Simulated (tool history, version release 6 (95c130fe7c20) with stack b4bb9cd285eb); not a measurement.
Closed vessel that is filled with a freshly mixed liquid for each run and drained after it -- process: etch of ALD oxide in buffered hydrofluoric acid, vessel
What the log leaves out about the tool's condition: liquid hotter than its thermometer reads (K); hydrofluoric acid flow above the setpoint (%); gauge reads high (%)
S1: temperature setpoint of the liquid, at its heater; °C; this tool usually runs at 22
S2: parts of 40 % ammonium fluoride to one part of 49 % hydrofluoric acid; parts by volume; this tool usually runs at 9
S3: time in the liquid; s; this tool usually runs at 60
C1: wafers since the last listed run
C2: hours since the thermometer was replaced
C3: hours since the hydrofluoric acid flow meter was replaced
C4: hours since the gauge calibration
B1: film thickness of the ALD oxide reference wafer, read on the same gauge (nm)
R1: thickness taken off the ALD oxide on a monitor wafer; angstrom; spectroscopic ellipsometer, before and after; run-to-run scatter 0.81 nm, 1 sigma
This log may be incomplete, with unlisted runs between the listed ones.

{"run": 1, "day": 0.0, "S1": 22, "S2": 9, "S3": 60, "C1": 0, "C2": 2652.1, "C3": 38.8, "C4": 211.4, "B1": 150, "R1": 1291.4}
{"run": 2, "day": 0.508, "S1": 22, "S2": 9, "S3": 60, "C1": 1281, "C2": 2664.3, "C3": 51, "C4": 223.6, "B1": 149.98, "R1": 1297}
{"run": 3, "day": 1.967, "S1": 22, "S2": 9, "S3": 60, "C1": 3677, "C2": 2699.3, "C3": 86, "C4": 258.6, "B1": 149.98, "R1": 1306}
{"run": 4, "day": 3.367, "S1": 22, "S2": 9, "S3": 60, "C1": 3530, "C2": 2732.9, "C3": 119.6, "C4": 292.2, "B1": 150, "R1": 1310.6}
{"run": 5, "day": 4.333, "S1": 22, "S2": 9, "S3": 60, "C1": 2437, "C2": 2756.1, "C3": 142.8, "C4": 315.4, "B1": 150, "R1": 1300.7}
{"run": 6, "day": 5.183, "S1": 22, "S2": 7.5, "S3": 60, "C1": 2143, "C2": 2776.5, "C3": 163.2, "C4": 335.8, "B1": 149.98, "R1": 1579.5}
{"run": 7, "day": 5.733, "S1": 22, "S2": 9, "S3": 80, "C1": 1386, "C2": 2789.7, "C3": 176.4, "C4": 349, "B1": 149.98, "R1": 1753.9}
{"run": 8, "day": 6.821, "S1": 22, "S2": 9, "S3": 60, "C1": 2742, "C2": 2815.8, "C3": 202.5, "C4": 375.1, "B1": 149.98, "R1": 1295}
{"run": 9, "day": 8.1, "S1": 22, "S2": 9, "S3": 60, "C1": 3225, "C2": 2846.5, "C3": 233.2, "C4": 405.8, "B1": 150, "R1": 1301.5}
{"run": 10, "day": 8.758, "S1": 20, "S2": 8, "S3": 60, "C1": 1659, "C2": 2862.3, "C3": 249, "C4": 421.6, "B1": 149.99, "R1": 1336.1}
{"run": 11, "day": 10.188, "S1": 20, "S2": 8, "S3": 60, "C1": 3603, "C2": 2896.6, "C3": 283.3, "C4": 455.9, "B1": 150, "R1": 1344.6}
{"run": 12, "day": 11.1, "S1": 22, "S2": 9, "S3": 60, "C1": 2300, "C2": 2918.5, "C3": 305.2, "C4": 477.8, "B1": 150.01, "R1": 1328.3}
{"run": 13, "day": 11.725, "S1": 22, "S2": 9, "S3": 60, "C1": 1575, "C2": 2933.5, "C3": 320.2, "C4": 492.8, "B1": 149.99, "R1": 1321.5}
{"run": 14, "day": 12.929, "S1": 22, "S2": 9, "S3": 60, "C1": 3036, "C2": 2962.4, "C3": 349.1, "C4": 521.7, "B1": 150.01, "R1": 1325.2}
{"run": 15, "day": 14.304, "S1": 22, "S2": 9, "S3": 60, "C1": 3467, "C2": 2995.4, "C3": 382.1, "C4": 554.7, "B1": 149.99, "R1": 1321.7}
{"run": 16, "day": 15.221, "S1": 22, "S2": 6.5, "S3": 50, "C1": 2311, "C2": 3017.4, "C3": 404.1, "C4": 576.7, "B1": 149.98, "R1": 1520.6}
{"day": 16.008, "done": "thermometer replaced"}
{"run": 17, "day": 16.567, "S1": 22, "S2": 9, "S3": 60, "C1": 3288, "C2": 13.4, "C3": 436.4, "C4": 609, "B1": 149.97, "R1": 1140.3}
{"run": 18, "day": 17.579, "S1": 22, "S2": 9, "S3": 60, "C1": 2553, "C2": 37.7, "C3": 460.7, "C4": 633.3, "B1": 150, "R1": 1128.1}
{"run": 19, "day": 18.942, "S1": 24, "S2": 7, "S3": 30, "C1": 3435, "C2": 70.4, "C3": 493.4, "C4": 666, "B1": 150, "R1": 837.3}
{"day": 19.579, "done": "gauge calibrated"}
{"run": 20, "day": 20.371, "S1": 19.5, "S2": 6, "S3": 60, "C1": 3603, "C2": 104.7, "C3": 527.7, "C4": 19, "B1": 150.01, "R1": 1497.8}
{"run": 21, "day": 21.758, "S1": 20, "S2": 9, "S3": 85, "C1": 3498, "C2": 138, "C3": 561, "C4": 52.3, "B1": 150.02, "R1": 1448.2}

Run 22 comes next. What will it give?
{"day": 25.038, "done": "hydrofluoric acid flow meter replaced"}
{"run": 22, "day": 25.871, "S1": 22, "S2": 10.5, "S3": 60, "C1": 10264, "C2": 236.7, "C3": 20, "C4": 151, "B1": "?", "R1": "?"}

{"run 22": {"B1": 150.02, "R1": 1034.8}}
Had the tool carried no hidden state, the very same run would have given R1 1011.7 angstrom.
